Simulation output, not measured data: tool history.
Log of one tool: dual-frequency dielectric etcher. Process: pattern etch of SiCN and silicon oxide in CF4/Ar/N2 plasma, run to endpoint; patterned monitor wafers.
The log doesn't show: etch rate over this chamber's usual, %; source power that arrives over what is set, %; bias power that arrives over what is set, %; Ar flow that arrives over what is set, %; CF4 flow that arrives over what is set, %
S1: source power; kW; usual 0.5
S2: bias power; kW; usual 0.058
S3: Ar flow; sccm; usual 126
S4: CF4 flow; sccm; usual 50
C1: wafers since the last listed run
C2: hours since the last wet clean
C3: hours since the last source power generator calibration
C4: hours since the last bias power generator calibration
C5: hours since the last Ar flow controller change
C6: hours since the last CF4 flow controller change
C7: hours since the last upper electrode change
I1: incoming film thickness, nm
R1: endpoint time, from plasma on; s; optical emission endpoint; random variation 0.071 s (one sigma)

run 1 hour=0 | S1=0.5 S2=0.058 S3=126 S4=50 | C1=0 C2=350.2 C3=2235.7 C4=1415.4 C5=1919.8 C6=4451.1 C7=3345.3 | I1=11.29 | R1=13.5
run 2 hour=12.1 | S1=0.5 S2=0.051 S3=126 S4=50 | C1=149 C2=362.3 C3=2247.8 C4=1427.5 C5=1931.9 C6=4463.2 C7=3357.4 | I1=11.32 | R1=13.8
run 3 hour=29.8 | S1=0.5 S2=0.051 S3=126 S4=50 | C1=218 C2=380 C3=2265.5 C4=1445.2 C5=1949.6 C6=4480.9 C7=3375.1 | I1=11.38 | R1=13.9
run 4 hour=47 | S1=0.5 S2=0.051 S3=126 S4=50 | C1=212 C2=397.2 C3=2282.7 C4=1462.4 C5=1966.8 C6=4498.1 C7=3392.3 | I1=11.3 | R1=14
run 5 hour=63.1 | S1=0.58 S2=0.058 S3=126 S4=50 | C1=198 C2=413.3 C3=2298.8 C4=1478.5 C5=1982.9 C6=4514.2 C7=3408.4 | I1=11.26 | R1=11.4
run 6 hour=71.5 | S1=0.58 S2=0.058 S3=126 S4=50 | C1=103 C2=421.7 C3=2307.2 C4=1486.9 C5=1991.3 C6=4522.6 C7=3416.8 | I1=11.35 | R1=11.5
run 7 hour=83.2 | S1=0.5 S2=0.058 S3=126 S4=50 | C1=144 C2=433.4 C3=2318.9 C4=1498.6 C5=2003 C6=4534.3 C7=3428.5 | I1=11.27 | R1=13.5
-- hour=107.4 wet clean of the chamber
run 8 hour=107.9 | S1=0.5 S2=0.058 S3=126 S4=50 | C1=8 C2=0.5 C3=2343.6 C4=1523.3 C5=2027.7 C6=4559 C7=3453.2 | I1=11.41 | R1=13.7
run 9 hour=108.2 | S1=0.5 S2=0.047 S3=126 S4=50 | C1=3 C2=0.8 C3=2343.9 C4=1523.6 C5=2028 C6=4559.3 C7=3453.5 | I1=11.23 | R1=14
run 10 hour=113.8 | S1=0.5 S2=0.058 S3=126 S4=50 | C1=69 C2=6.4 C3=2349.5 C4=1529.2 C5=2033.6 C6=4564.9 C7=3459.1 | I1=11.33 | R1=13.5
run 11 hour=120.4 | S1=0.5 S2=0.054 S3=115 S4=50 | C1=81 C2=13 C3=2356.1 C4=1535.8 C5=2040.2 C6=4571.5 C7=3465.7 | I1=11.28 | R1=13.4
run 12 hour=134.1 | S1=0.5 S2=0.072 S3=144 S4=50 | C1=169 C2=26.7 C3=2369.8 C4=1549.5 C5=2053.9 C6=4585.2 C7=3479.4 | I1=11.3 | R1=13.3
run 13 hour=140.5 | S1=0.5 S2=0.058 S3=126 S4=50 | C1=79 C2=33.1 C3=2376.2 C4=1555.9 C5=2060.3 C6=4591.6 C7=3485.8 | I1=11.32 | R1=13.4
run 14 hour=152.6 | S1=0.55 S2=0.058 S3=126 S4=50 | C1=149 C2=45.2 C3=2388.3 C4=1568 C5=2072.4 C6=4603.7 C7=3497.9 | I1=11.36 | R1=12.2
-- hour=163.4 bias power generator calibrated
-- hour=173.1 Ar flow controller replaced
-- hour=178.2 CF4 flow controller replaced
-- hour=193.8 source power generator calibrated
-- hour=199.6 upper electrode replaced
run 15 hour=200.1 | S1=0.6 S2=0.058 S3=126 S4=50 | C1=278 C2=92.7 C3=6.3 C4=36.7 C5=27 C6=21.9 C7=0.5 | I1=11.24 | R1=11
run 16 hour=200.4 | S1=0.5 S2=0.058 S3=126 S4=50 | C1=3 C2=93 C3=6.6 C4=37 C5=27.3 C6=22.2 C7=0.8 | I1=11.28 | R1=13.5
run 17 hour=200.7 | S1=0.5 S2=0.058 S3=126 S4=50 | C1=3 C2=93.3 C3=6.9 C4=37.3 C5=27.6 C6=22.5 C7=1.1 | I1=11.31 | R1=13.3
run 18 hour=201.1 | S1=0.38 S2=0.068 S3=107 S4=54 | C1=4 C2=93.7 C3=7.3 C4=37.7 C5=28 C6=22.9 C7=1.5 | I1=11.31 | R1=16.9
run 19 hour=239.8 | S1=0.5 S2=0.058 S3=126 S4=50 | C1=477 C2=132.4 C3=46 C4=76.4 C5=66.7 C6=61.6 C7=40.2 | I1=11.31 | R1=13.5
run 20 hour=257.1 | S1=0.4 S2=0.058 S3=126 S4=40 | C1=213 C2=149.7 C3=63.3 C4=93.7 C5=84 C6=78.9 C7=57.5 | I1=11.44 | R1=19
run 21 hour=272.3 | S1=0.55 S2=0.062 S3=95 S4=50 | C1=187 C2=164.9 C3=78.5 C4=108.9 C5=99.2 C6=94.1 C7=72.7 | I1=11.34 | R1=11.1
run 22 hour=282.5 | S1=0.5 S2=0.058 S3=126 S4=41 | C1=125 C2=175.1 C3=88.7 C4=119.1 C5=109.4 C6=104.3 C7=82.9 | I1=11.23 | R1=14.3
run 23 hour=296.9 | S1=0.5 S2=0.054 S3=126 S4=50 | C1=177 C2=189.5 C3=103.1 C4=133.5 C5=123.8 C6=118.7 C7=97.3 | I1=11.23 | R1=13.6

How the hidden state differs across the entries between the runs, from the last listed run before each to the first after it:
Between runs 7 and 8: wet clean of the chamber (hour 107.4)
  no hidden state differs between the two runs
Between runs 14 and 15: bias power generator calibrated (hour 163.4); Ar flow controller replaced (hour 173.1); CF4 flow controller replaced (hour 178.2); source power generator calibrated (hour 193.8); upper electrode replaced (hour 199.6)
  no hidden state differs between the two runs

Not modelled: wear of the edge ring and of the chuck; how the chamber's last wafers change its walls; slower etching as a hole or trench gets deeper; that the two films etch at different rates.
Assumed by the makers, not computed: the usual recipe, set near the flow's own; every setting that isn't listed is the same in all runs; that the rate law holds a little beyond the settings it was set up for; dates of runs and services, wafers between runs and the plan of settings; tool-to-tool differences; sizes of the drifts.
